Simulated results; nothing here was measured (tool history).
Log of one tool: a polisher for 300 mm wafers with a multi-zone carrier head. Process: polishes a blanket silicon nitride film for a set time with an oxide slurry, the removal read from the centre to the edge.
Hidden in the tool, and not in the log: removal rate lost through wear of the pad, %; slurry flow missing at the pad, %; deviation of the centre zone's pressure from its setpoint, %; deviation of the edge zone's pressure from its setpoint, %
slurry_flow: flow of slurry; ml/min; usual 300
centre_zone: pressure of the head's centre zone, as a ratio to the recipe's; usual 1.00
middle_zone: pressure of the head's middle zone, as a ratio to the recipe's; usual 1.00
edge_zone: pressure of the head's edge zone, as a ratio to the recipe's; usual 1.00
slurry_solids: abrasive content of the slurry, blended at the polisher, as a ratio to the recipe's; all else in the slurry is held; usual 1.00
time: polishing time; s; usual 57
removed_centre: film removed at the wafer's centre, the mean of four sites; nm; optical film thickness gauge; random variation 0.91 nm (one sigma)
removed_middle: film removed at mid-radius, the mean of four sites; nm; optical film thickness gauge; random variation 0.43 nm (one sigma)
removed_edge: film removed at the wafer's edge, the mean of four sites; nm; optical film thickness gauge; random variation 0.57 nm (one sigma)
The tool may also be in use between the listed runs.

run,day,slurry_flow,centre_zone,middle_zone,edge_zone,slurry_solids,time,wafers since the last listed run,wafers polished on this pad,hours since the slurry nozzle was cleaned,hours since the centre zone pressure was calibrated,hours since the edge zone pressure was calibrated,hours since the carrier head's membrane was replaced,"incoming thickness of the incoming film, nm",removed_centre,removed_middle,removed_edge
1,0.000,300,1.00,1.00,1.00,1.00,57,0,488,212.3,335.7,788.9,625.2,538.9,60.7,61.3,59.9
2,2.912,300,1.00,1.00,1.00,1.00,57,581,1069,282.2,405.6,858.8,695.1,526.0,59.0,60.0,57.7
# day 4.650: edge zone pressure recalibrated
3,5.283,300,1.00,1.00,1.00,1.00,57,456,1526,339.1,462.5,15.2,752.0,527.2,59.4,58.9,56.4
4,7.421,300,1.00,1.00,0.95,1.00,57,426,1953,390.4,513.8,66.5,803.3,531.8,58.2,56.6,53.9
5,9.708,300,1.00,1.00,1.00,1.00,57,456,2410,445.3,568.7,121.4,858.2,535.5,54.4,55.9,54.2
6,11.638,300,1.00,1.00,1.00,1.00,57,385,2795,491.6,615.0,167.7,904.5,528.9,51.8,53.2,51.9
# day 12.783: worn pad replaced by a new one
# day 14.175: carrier head's membrane replaced by a new one
7,14.450,300,1.06,1.00,1.11,1.00,57,486,291,559.1,682.5,235.2,6.6,530.1,63.5,59.9,61.7
8,16.475,300,1.00,1.00,0.91,0.80,46,404,695,607.7,731.1,283.8,55.2,531.2,42.4,42.2,39.3
9,18.525,270,1.00,1.00,1.00,1.00,52,409,1104,656.9,780.3,333.0,104.4,530.7,53.6,53.7,52.7
# day 19.604: centre zone pressure recalibrated
10,20.075,300,1.00,1.00,1.00,1.00,57,292,1397,694.1,11.3,370.2,141.6,531.0,59.0,57.7,56.5
11,22.550,300,1.09,1.00,0.93,0.80,57,494,1891,753.5,70.7,429.6,201.0,533.9,53.6,49.4,46.0
# day 22.692: slurry nozzle cleaned
12,24.962,300,1.00,1.00,1.00,1.00,57,473,2365,54.5,128.6,487.5,258.9,533.5,54.6,55.1,53.4
# day 27.367: worn pad replaced by a new one
13,27.800,300,1.00,1.00,1.00,1.00,57,533,86,122.6,196.7,555.6,327.0,536.0,60.8,60.5,59.4
14,30.779,300,1.00,1.00,1.00,1.00,57,594,681,194.1,268.2,627.1,398.5,525.7,60.9,60.2,59.3
15,33.058,300,1.00,1.00,1.00,1.00,72,455,1136,248.8,322.9,681.8,453.2,535.9,76.7,74.4,72.6
16,35.679,300,1.00,1.00,1.00,1.00,66,523,1660,311.7,385.8,744.7,516.1,536.1,66.5,67.2,66.4
17,37.942,300,1.06,1.00,0.95,0.75,75,451,2112,366.0,440.1,799.0,570.4,539.4,64.6,60.8,58.5
# day 40.608: worn pad replaced by a new one
18,40.696,240,1.00,1.00,0.90,1.00,57,516,17,432.1,506.2,865.1,636.5,525.0,59.4,59.1,55.9
19,42.400,300,1.07,1.00,1.00,1.00,57,340,358,473.0,547.1,906.0,677.4,527.2,64.6,60.8,59.4
20,45.342,250,0.94,1.00,1.00,1.00,57,587,945,543.6,617.7,976.6,748.0,527.7,56.5,58.4,58.6
# day 47.617: edge zone pressure recalibrated
21,48.158,255,1.00,0.95,1.00,1.00,57,545,1491,611.2,685.3,13.0,815.6,529.3,56.3,55.4,55.9
22,50.500,400,1.00,1.00,1.05,1.00,57,467,1958,667.4,741.5,69.2,871.8,525.6,58.2,57.6,57.7

How the hidden state differs across the entries between the runs, from the last listed run before each to the first after it:
Between runs 2 and 3: edge zone pressure recalibrated (day 4.650)
  removal rate lost through wear of the pad, %: 2.82 -> 4.82
  measured less the result without the state, removed_centre: -1.7 -> -3.0 nm; removed_middle: -1.7 -> -3.0 nm; removed_edge: -1.7 -> -2.8 nm
Between runs 6 and 7: worn pad replaced by a new one (day 12.783); carrier head's membrane replaced by a new one (day 14.175)
  removal rate lost through wear of the pad, %: 13.8 -> 1.43
  measured less the result without the state, removed_centre: -8.2 -> -1.0 nm; removed_middle: -8.5 -> -0.9 nm; removed_edge: -8.3 -> -0.9 nm
Between runs 9 and 10: centre zone pressure recalibrated (day 19.604)
  removal rate lost through wear of the pad, %: 3.37 -> 4.68
  measured less the result without the state, removed_centre: -1.9 -> -2.9 nm; removed_middle: -1.8 -> -2.8 nm; removed_edge: -1.8 -> -2.7 nm
Between runs 11 and 12: slurry nozzle cleaned (day 22.692)
  removal rate lost through wear of the pad, %: 7.4 -> 10.8
  measured less the result without the state, removed_centre: -4.3 -> -6.6 nm; removed_middle: -3.9 -> -6.7 nm; removed_edge: -3.7 -> -6.5 nm
Between runs 12 and 13: worn pad replaced by a new one (day 27.367)
  removal rate lost through wear of the pad, %: 10.8 -> 0.797
  measured less the result without the state, removed_centre: -6.6 -> -0.5 nm; removed_middle: -6.7 -> -0.5 nm; removed_edge: -6.5 -> -0.5 nm
Between runs 17 and 18: worn pad replaced by a new one (day 40.608)
  removal rate lost through wear of the pad, %: 8 -> 1.12
  measured less the result without the state, removed_centre: -5.6 -> -0.7 nm; removed_middle: -5.3 -> -0.6 nm; removed_edge: -5.1 -> -0.6 nm
Between runs 20 and 21: edge zone pressure recalibrated (day 47.617)
  removal rate lost through wear of the pad, %: 2.57 -> 4.8
  measured less the result without the state, removed_centre: -1.4 -> -2.8 nm; removed_middle: -1.6 -> -2.8 nm; removed_edge: -1.5 -> -2.8 nm
